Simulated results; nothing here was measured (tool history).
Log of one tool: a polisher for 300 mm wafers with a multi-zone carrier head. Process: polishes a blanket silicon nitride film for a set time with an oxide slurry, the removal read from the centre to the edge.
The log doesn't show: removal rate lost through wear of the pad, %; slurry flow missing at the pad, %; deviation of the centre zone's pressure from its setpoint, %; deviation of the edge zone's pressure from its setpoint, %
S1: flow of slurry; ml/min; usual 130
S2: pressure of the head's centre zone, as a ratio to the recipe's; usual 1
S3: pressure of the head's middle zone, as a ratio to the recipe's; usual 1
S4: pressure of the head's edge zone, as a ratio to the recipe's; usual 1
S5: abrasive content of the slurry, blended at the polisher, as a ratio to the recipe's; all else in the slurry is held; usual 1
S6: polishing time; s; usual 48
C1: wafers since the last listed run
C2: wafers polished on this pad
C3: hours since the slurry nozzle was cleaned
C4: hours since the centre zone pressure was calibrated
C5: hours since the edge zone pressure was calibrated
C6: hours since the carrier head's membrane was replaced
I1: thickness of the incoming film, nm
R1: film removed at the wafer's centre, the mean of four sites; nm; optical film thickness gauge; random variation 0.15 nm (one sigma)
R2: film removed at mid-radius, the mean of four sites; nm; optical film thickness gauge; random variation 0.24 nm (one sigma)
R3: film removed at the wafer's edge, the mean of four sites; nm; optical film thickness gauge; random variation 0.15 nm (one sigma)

run	hour	S1	S2	S3	S4	S5	S6	C1	C2	C3	C4	C5	C6	I1	R1	R2	R3
1	0	130	1	1	1	1	48	0	721	109.8	272.4	781.2	1195.3	281.9	15.6	16.4	16
2	17.1	130	1	1	1	1	48	173	895	126.9	289.5	798.3	1212.4	278.8	15.9	15.6	16.1
3	43.6	130	1	1	1	1	48	269	1164	153.4	316	824.8	1238.9	280.2	15.5	15.4	16.3
4	67.3	130	1	1	1	1	48	240	1405	177.1	339.7	848.5	1262.6	280	15.2	15.8	15.7
# hour 74.5: worn pad replaced by a new one
5	101.8	130	1	1	1	1	48	310	277	211.6	374.2	883	1297.1	284.8	15.2	15.7	16.2
6	114.7	130	1	1	1	1	48	131	408	224.5	387.1	895.9	1310	278.5	15.2	16	15.9
7	140.1	130	1	1	1	1	48	258	667	249.9	412.5	921.3	1335.4	282.6	15.2	16	15.9
# hour 150.7: slurry nozzle cleaned
8	161.4	130	1	1	1	1	48	206	873	10.7	433.8	942.6	1356.7	279.4	16.7	17	16.8
9	194.8	130	1	1	1	1	48	339	1212	44.1	467.2	976	1390.1	282.2	16.1	16.2	16.5
# hour 199.9: worn pad replaced by a new one
# hour 213.8: centre zone pressure recalibrated
10	227.1	130	1	1	1	1	48	267	256	76.4	13.3	1008.3	1422.4	279.4	15.7	15.8	16.1
# hour 259: edge zone pressure recalibrated
# hour 261.7: carrier head's membrane replaced by a new one
11	316.4	130	1	1	1	1	48	859	1115	165.7	102.6	57.4	54.7	282.9	14.9	15.5	15.9
# hour 323.6: worn pad replaced by a new one
# hour 345.4: slurry nozzle cleaned
12	348.8	130	1	1	1	1	48	278	245	3.4	135	89.8	87.1	277.6	16.8	16.8	16.9
13	366.6	95	1	1.05	1	1	48	180	426	21.2	152.8	107.6	104.9	283.7	15.4	17	16.2
14	390	130	0.94	1.06	1	1	59	237	664	44.6	176.2	131	128.3	284	18.6	20.8	20
15	414.9	130	1.08	1	1	1	48	253	917	69.5	201.1	155.9	153.2	279.4	17.4	16	16.5
16	452.4	85	1	1.05	1.07	1	60	381	1298	107	238.6	193.4	190.7	280.4	17.8	18.8	19.8
# hour 476.1: worn pad replaced by a new one
17	479.1	130	1.04	1	1	1	43	230	30	133.7	265.3	220.1	217.4	279.7	14.5	14.8	14.4
18	493.4	130	1	1	1.06	1	48	145	175	148	279.6	234.4	231.7	278	15.6	15.7	16.8
19	528.7	85	1	1	1	1	48	358	534	183.3	314.9	269.7	267	278.2	13.8	14.6	15
20	560.6	130	0.94	1	1	0.8	48	324	858	215.2	346.8	301.6	298.9	279.3	12.7	13.7	14.1
# hour 573.7: slurry nozzle cleaned
21	582.7	115	1.03	1.04	1	1	48	214	1073	9	368.9	323.7	321	284.1	17	17.3	16.6

Hidden state or all else? Some run-to-run changes of R1, split into what the settings, what came in and random variation would give without the hidden state, and what is left for the hidden state (with any gauge scatter that isn't in both results):
Run 7 -> 8: slurry nozzle cleaned. R1 +1.5 nm: hidden state +1.3, all else +0.2.
Run 11 -> 12: worn pad replaced by a new one, slurry nozzle cleaned. R1 +1.9 nm: hidden state +1.8, all else +0.1.
Run 16 -> 17: S1 85 -> 130, S2 1 -> 1.04, S3 1.05 -> 1, S4 1.07 -> 1, S6 60 -> 43, worn pad replaced by a new one. R1 -3.3 nm: hidden state +0.7, all else -4.
Run 20 -> 21: S1 130 -> 115, S2 0.94 -> 1.03, S3 1 -> 1.04, S5 0.8 -> 1, slurry nozzle cleaned. R1 +4.3 nm: hidden state +1.1, all else +3.2.
